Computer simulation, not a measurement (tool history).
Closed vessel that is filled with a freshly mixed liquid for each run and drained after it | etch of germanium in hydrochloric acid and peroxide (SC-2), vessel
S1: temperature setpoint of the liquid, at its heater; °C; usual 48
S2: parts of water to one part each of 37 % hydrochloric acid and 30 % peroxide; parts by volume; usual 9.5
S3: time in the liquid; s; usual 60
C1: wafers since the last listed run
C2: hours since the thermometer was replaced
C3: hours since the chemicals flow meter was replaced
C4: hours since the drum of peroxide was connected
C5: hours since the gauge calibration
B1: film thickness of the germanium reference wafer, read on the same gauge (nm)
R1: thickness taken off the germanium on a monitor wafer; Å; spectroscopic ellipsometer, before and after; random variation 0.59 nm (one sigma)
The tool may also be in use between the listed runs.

{"run": 1, "hour": 0.0, "S1": 48, "S2": 11, "S3": 60, "C1": 0, "C2": 940.9, "C3": 560.8, "C4": 474.7, "C5": 114.7, "B1": 40, "R1": 1436.6}
{"run": 2, "hour": 10.4, "S1": 54, "S2": 9.5, "S3": 60, "C1": 652, "C2": 951.3, "C3": 571.2, "C4": 485.1, "C5": 125.1, "B1": 40.03, "R1": 1767.1}
{"run": 3, "hour": 34.2, "S1": 54, "S2": 9.5, "S3": 60, "C1": 1492, "C2": 975.1, "C3": 595, "C4": 508.9, "C5": 148.9, "B1": 39.99, "R1": 1763.4}
{"run": 4, "hour": 45.2, "S1": 54, "S2": 9.5, "S3": 60, "C1": 689, "C2": 986.1, "C3": 606, "C4": 519.9, "C5": 159.9, "B1": 40.04, "R1": 1758.9}
{"run": 5, "hour": 53.7, "S1": 41, "S2": 12.5, "S3": 60, "C1": 533, "C2": 994.6, "C3": 614.5, "C4": 528.4, "C5": 168.4, "B1": 39.98, "R1": 1130.1}
{"run": 6, "hour": 62.1, "S1": 48, "S2": 9.5, "S3": 60, "C1": 526, "C2": 1003, "C3": 622.9, "C4": 536.8, "C5": 176.8, "B1": 40.05, "R1": 1450.3}
{"run": 7, "hour": 75.4, "S1": 48, "S2": 9.5, "S3": 60, "C1": 834, "C2": 1016.3, "C3": 636.2, "C4": 550.1, "C5": 190.1, "B1": 39.99, "R1": 1457.4}
{"run": 8, "hour": 81.6, "S1": 48, "S2": 9.5, "S3": 60, "C1": 388, "C2": 1022.5, "C3": 642.4, "C4": 556.3, "C5": 196.3, "B1": 40.01, "R1": 1455.1}
{"run": 9, "hour": 96.0, "S1": 48, "S2": 9.5, "S3": 60, "C1": 902, "C2": 1036.9, "C3": 656.8, "C4": 570.7, "C5": 210.7, "B1": 40, "R1": 1453.1}
{"run": 10, "hour": 113.1, "S1": 48, "S2": 9.5, "S3": 60, "C1": 1072, "C2": 1054, "C3": 673.9, "C4": 587.8, "C5": 227.8, "B1": 40.01, "R1": 1450.3}
{"run": 11, "hour": 120.2, "S1": 48, "S2": 9.5, "S3": 60, "C1": 445, "C2": 1061.1, "C3": 681, "C4": 594.9, "C5": 234.9, "B1": 39.99, "R1": 1462.8}
{"run": 12, "hour": 134.3, "S1": 48, "S2": 7.5, "S3": 60, "C1": 884, "C2": 1075.2, "C3": 695.1, "C4": 609, "C5": 249, "B1": 40.02, "R1": 1469.3}
{"run": 13, "hour": 141.0, "S1": 48, "S2": 11, "S3": 85, "C1": 420, "C2": 1081.9, "C3": 701.8, "C4": 615.7, "C5": 255.7, "B1": 40.04, "R1": 2018.2}
{"run": 14, "hour": 151.4, "S1": 51, "S2": 9.5, "S3": 30, "C1": 652, "C2": 1092.3, "C3": 712.2, "C4": 626.1, "C5": 266.1, "B1": 39.97, "R1": 795.6}
{"run": 15, "hour": 165.4, "S1": 48, "S2": 9.5, "S3": 60, "C1": 877, "C2": 1106.3, "C3": 726.2, "C4": 640.1, "C5": 280.1, "B1": 39.99, "R1": 1438.6}
{"hour": 169.8, "done": "chemicals flow meter replaced"}
{"run": 16, "hour": 175.8, "S1": 44, "S2": 9.5, "S3": 75, "C1": 589, "C2": 1116.7, "C3": 6, "C4": 650.5, "C5": 290.5, "B1": 40, "R1": 1581.4}
{"run": 17, "hour": 193.6, "S1": 48, "S2": 6.5, "S3": 85, "C1": 1116, "C2": 1134.5, "C3": 23.8, "C4": 668.3, "C5": 308.3, "B1": 39.98, "R1": 2093.2}
{"hour": 198.2, "done": "gauge calibrated"}
{"run": 18, "hour": 206.8, "S1": 48, "S2": 12, "S3": 35, "C1": 827, "C2": 1147.7, "C3": 37, "C4": 681.5, "C5": 8.6, "B1": 39.97, "R1": 820.2}
{"hour": 212.3, "done": "thermometer replaced"}
{"run": 19, "hour": 220.9, "S1": 56, "S2": 9.5, "S3": 75, "C1": 821, "C2": 8.6, "C3": 51.1, "C4": 695.6, "C5": 22.7, "B1": 39.99, "R1": 2471.1}
{"hour": 222.9, "done": "new drum of peroxide connected"}
{"run": 20, "hour": 236.1, "S1": 48, "S2": 9.5, "S3": 60, "C1": 890, "C2": 23.8, "C3": 66.3, "C4": 13.2, "C5": 37.9, "B1": 40.02, "R1": 1541.5}
{"run": 21, "hour": 250.6, "S1": 45, "S2": 12.5, "S3": 95, "C1": 909, "C2": 38.3, "C3": 80.8, "C4": 27.7, "C5": 52.4, "B1": 40, "R1": 2156.9}
{"run": 22, "hour": 257.4, "S1": 39.5, "S2": 8, "S3": 60, "C1": 426, "C2": 45.1, "C3": 87.6, "C4": 34.5, "C5": 59.2, "B1": 40.01, "R1": 1170.1}
{"run": 23, "hour": 263.5, "S1": 40.5, "S2": 14.5, "S3": 60, "C1": 382, "C2": 51.2, "C3": 93.7, "C4": 40.6, "C5": 65.3, "B1": 40, "R1": 1150.5}
{"run": 24, "hour": 278.6, "S1": 57, "S2": 14.5, "S3": 30, "C1": 946, "C2": 66.3, "C3": 108.8, "C4": 55.7, "C5": 80.4, "B1": 40.02, "R1": 956.4}
{"run": 25, "hour": 295.7, "S1": 48, "S2": 9.5, "S3": 90, "C1": 1072, "C2": 83.4, "C3": 125.9, "C4": 72.8, "C5": 97.5, "B1": 39.97, "R1": 2291}

Forecast each of these 5 alternatives for the next run:
{"run": "A", "hour": 296.4, "S1": 48, "S2": 9.5, "S3": 60, "C1": 43, "C2": 84.1, "C3": 126.6, "C4": 73.5, "C5": 98.2, "B1": "?", "R1": "?"}
{"run": "B", "hour": 296.4, "S1": 38.5, "S2": 9.5, "S3": 75, "C1": 43, "C2": 84.1, "C3": 126.6, "C4": 73.5, "C5": 98.2, "B1": "?", "R1": "?"}
{"run": "C", "hour": 296.4, "S1": 39, "S2": 9.5, "S3": 80, "C1": 43, "C2": 84.1, "C3": 126.6, "C4": 73.5, "C5": 98.2, "B1": "?", "R1": "?"}
{"run": "D", "hour": 296.4, "S1": 48, "S2": 11.5, "S3": 75, "C1": 43, "C2": 84.1, "C3": 126.6, "C4": 73.5, "C5": 98.2, "B1": "?", "R1": "?"}
{"run": "E", "hour": 296.4, "S1": 48, "S2": 11.5, "S3": 60, "C1": 43, "C2": 84.1, "C3": 126.6, "C4": 73.5, "C5": 98.2, "B1": "?", "R1": "?"}

run=A B1=39.96 R1=1529
run=B B1=39.96 R1=1395.2
run=C B1=39.96 R1=1513.9
run=D B1=39.96 R1=1876.3
run=E B1=39.96 R1=1501.1
Without the tool's hidden state the same runs would have given:
run=A R1=1549.2
run=B R1=1414.9
run=C R1=1535.2
run=D R1=1900.9
run=E R1=1520.7
